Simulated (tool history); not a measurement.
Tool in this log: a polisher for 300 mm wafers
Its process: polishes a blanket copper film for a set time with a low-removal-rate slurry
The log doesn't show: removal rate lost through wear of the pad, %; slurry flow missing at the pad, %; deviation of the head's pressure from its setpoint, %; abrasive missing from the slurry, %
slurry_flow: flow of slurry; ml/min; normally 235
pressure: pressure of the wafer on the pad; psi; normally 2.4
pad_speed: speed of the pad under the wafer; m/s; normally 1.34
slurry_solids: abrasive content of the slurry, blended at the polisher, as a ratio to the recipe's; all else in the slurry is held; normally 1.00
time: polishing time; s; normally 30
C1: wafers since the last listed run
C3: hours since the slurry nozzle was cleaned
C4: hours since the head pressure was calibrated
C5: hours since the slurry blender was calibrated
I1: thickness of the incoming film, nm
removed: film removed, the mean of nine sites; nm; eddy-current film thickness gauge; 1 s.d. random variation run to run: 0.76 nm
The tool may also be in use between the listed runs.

{"run": 1, "day": 0.0, "slurry_flow": 235, "pressure": 2.4, "pad_speed": 1.34, "slurry_solids": 0.9, "time": 30, "C1": 0, "wafers polished on this pad": 304, "C3": 559.4, "C4": 640.0, "C5": 71.5, "I1": 748.7, "removed": 95.4}
{"run": 2, "day": 0.717, "slurry_flow": 235, "pressure": 2.4, "pad_speed": 1.34, "slurry_solids": 0.9, "time": 30, "C1": 197, "wafers polished on this pad": 501, "C3": 576.6, "C4": 657.2, "C5": 88.7, "I1": 749.6, "removed": 95.7}
{"run": 3, "day": 2.117, "slurry_flow": 235, "pressure": 2.4, "pad_speed": 1.34, "slurry_solids": 0.9, "time": 30, "C1": 385, "wafers polished on this pad": 886, "C3": 610.2, "C4": 690.8, "C5": 122.3, "I1": 743.7, "removed": 94.1}
{"day": 2.562, "done": "worn pad replaced by a new one"}
{"run": 4, "day": 2.696, "slurry_flow": 235, "pressure": 2.4, "pad_speed": 1.34, "slurry_solids": 1.0, "time": 30, "C1": 113, "wafers polished on this pad": 36, "C3": 624.1, "C4": 704.7, "C5": 136.2, "I1": 743.3, "removed": 96.6}
{"run": 5, "day": 4.183, "slurry_flow": 235, "pressure": 2.4, "pad_speed": 1.34, "slurry_solids": 1.0, "time": 30, "C1": 409, "wafers polished on this pad": 446, "C3": 659.8, "C4": 740.4, "C5": 171.9, "I1": 734.0, "removed": 93.9}
{"run": 6, "day": 5.05, "slurry_flow": 235, "pressure": 2.4, "pad_speed": 1.34, "slurry_solids": 1.0, "time": 30, "C1": 238, "wafers polished on this pad": 684, "C3": 680.6, "C4": 761.2, "C5": 192.7, "I1": 736.8, "removed": 93.3}
{"run": 7, "day": 5.792, "slurry_flow": 235, "pressure": 2.4, "pad_speed": 1.34, "slurry_solids": 1.0, "time": 30, "C1": 204, "wafers polished on this pad": 888, "C3": 698.4, "C4": 779.0, "C5": 210.5, "I1": 746.9, "removed": 92.2}
{"day": 6.167, "done": "slurry nozzle cleaned"}
{"day": 6.442, "done": "worn pad replaced by a new one"}
{"run": 8, "day": 6.542, "slurry_flow": 235, "pressure": 2.4, "pad_speed": 1.34, "slurry_solids": 1.0, "time": 30, "C1": 149, "wafers polished on this pad": 27, "C3": 9.0, "C4": 797.0, "C5": 228.5, "I1": 740.0, "removed": 90.9}
{"run": 9, "day": 7.054, "slurry_flow": 235, "pressure": 2.4, "pad_speed": 1.34, "slurry_solids": 1.0, "time": 30, "C1": 141, "wafers polished on this pad": 168, "C3": 21.3, "C4": 809.3, "C5": 240.8, "I1": 750.8, "removed": 90.8}
{"day": 7.617, "done": "slurry blender recalibrated"}
{"run": 10, "day": 8.542, "slurry_flow": 235, "pressure": 2.4, "pad_speed": 1.34, "slurry_solids": 1.0, "time": 30, "C1": 386, "wafers polished on this pad": 554, "C3": 57.0, "C4": 845.0, "C5": 22.2, "I1": 739.1, "removed": 96.2}
{"run": 11, "day": 9.496, "slurry_flow": 235, "pressure": 2.4, "pad_speed": 1.34, "slurry_solids": 1.1, "time": 30, "C1": 262, "wafers polished on this pad": 817, "C3": 79.9, "C4": 867.9, "C5": 45.1, "I1": 755.1, "removed": 98.5}
{"day": 9.8, "done": "worn pad replaced by a new one"}
{"day": 10.379, "done": "head pressure recalibrated"}
{"run": 12, "day": 10.812, "slurry_flow": 235, "pressure": 2.8, "pad_speed": 1.78, "slurry_solids": 1.0, "time": 24, "C1": 293, "wafers polished on this pad": 255, "C3": 111.5, "C4": 10.4, "C5": 76.7, "I1": 743.8, "removed": 120.5}
{"run": 13, "day": 11.646, "slurry_flow": 235, "pressure": 2.4, "pad_speed": 1.34, "slurry_solids": 1.0, "time": 21, "C1": 229, "wafers polished on this pad": 485, "C3": 131.5, "C4": 30.4, "C5": 96.7, "I1": 730.7, "removed": 68.6}
{"run": 14, "day": 12.271, "slurry_flow": 235, "pressure": 2.4, "pad_speed": 1.34, "slurry_solids": 1.2, "time": 30, "C1": 172, "wafers polished on this pad": 657, "C3": 146.5, "C4": 45.4, "C5": 111.7, "I1": 731.3, "removed": 100.1}
{"run": 15, "day": 12.788, "slurry_flow": 200, "pressure": 2.4, "pad_speed": 1.34, "slurry_solids": 0.9, "time": 21, "C1": 142, "wafers polished on this pad": 799, "C3": 158.9, "C4": 57.8, "C5": 124.1, "I1": 743.6, "removed": 65.1}
{"day": 13.554, "done": "worn pad replaced by a new one, of another model than before"}
{"run": 16, "day": 15.654, "slurry_flow": 195, "pressure": 2.7, "pad_speed": 1.34, "slurry_solids": 1.25, "time": 21, "C1": 743, "wafers polished on this pad": 577, "C3": 227.7, "C4": 126.6, "C5": 192.9, "I1": 748.3, "removed": 71.4}
{"day": 16.375, "done": "slurry blender recalibrated"}
{"run": 17, "day": 16.392, "slurry_flow": 235, "pressure": 2.4, "pad_speed": 1.5, "slurry_solids": 1.25, "time": 34, "C1": 180, "wafers polished on this pad": 757, "C3": 245.4, "C4": 144.3, "C5": 0.4, "I1": 732.1, "removed": 122.7}
{"run": 18, "day": 16.925, "slurry_flow": 235, "pressure": 2.4, "pad_speed": 1.34, "slurry_solids": 0.9, "time": 30, "C1": 146, "wafers polished on this pad": 904, "C3": 258.2, "C4": 157.1, "C5": 13.2, "I1": 742.7, "removed": 94.8}
{"day": 17.858, "done": "worn pad replaced by a new one"}
{"run": 19, "day": 17.962, "slurry_flow": 270, "pressure": 1.7, "pad_speed": 0.9, "slurry_solids": 1.0, "time": 36, "C1": 239, "wafers polished on this pad": 28, "C3": 283.1, "C4": 182.0, "C5": 38.1, "I1": 734.1, "removed": 71.2}

For run 20, what comes out?
{"run": 20, "day": 18.979, "slurry_flow": 235, "pressure": 2.4, "pad_speed": 1.34, "slurry_solids": 1.0, "time": 30, "C1": 279, "wafers polished on this pad": 308, "C3": 307.5, "C4": 206.4, "C5": 62.5, "I1": 745.8, "removed": "?"}

removed: 95.2 nm
The same run, on a tool lacking any hidden state, would have yielded removed 96.6 nm.
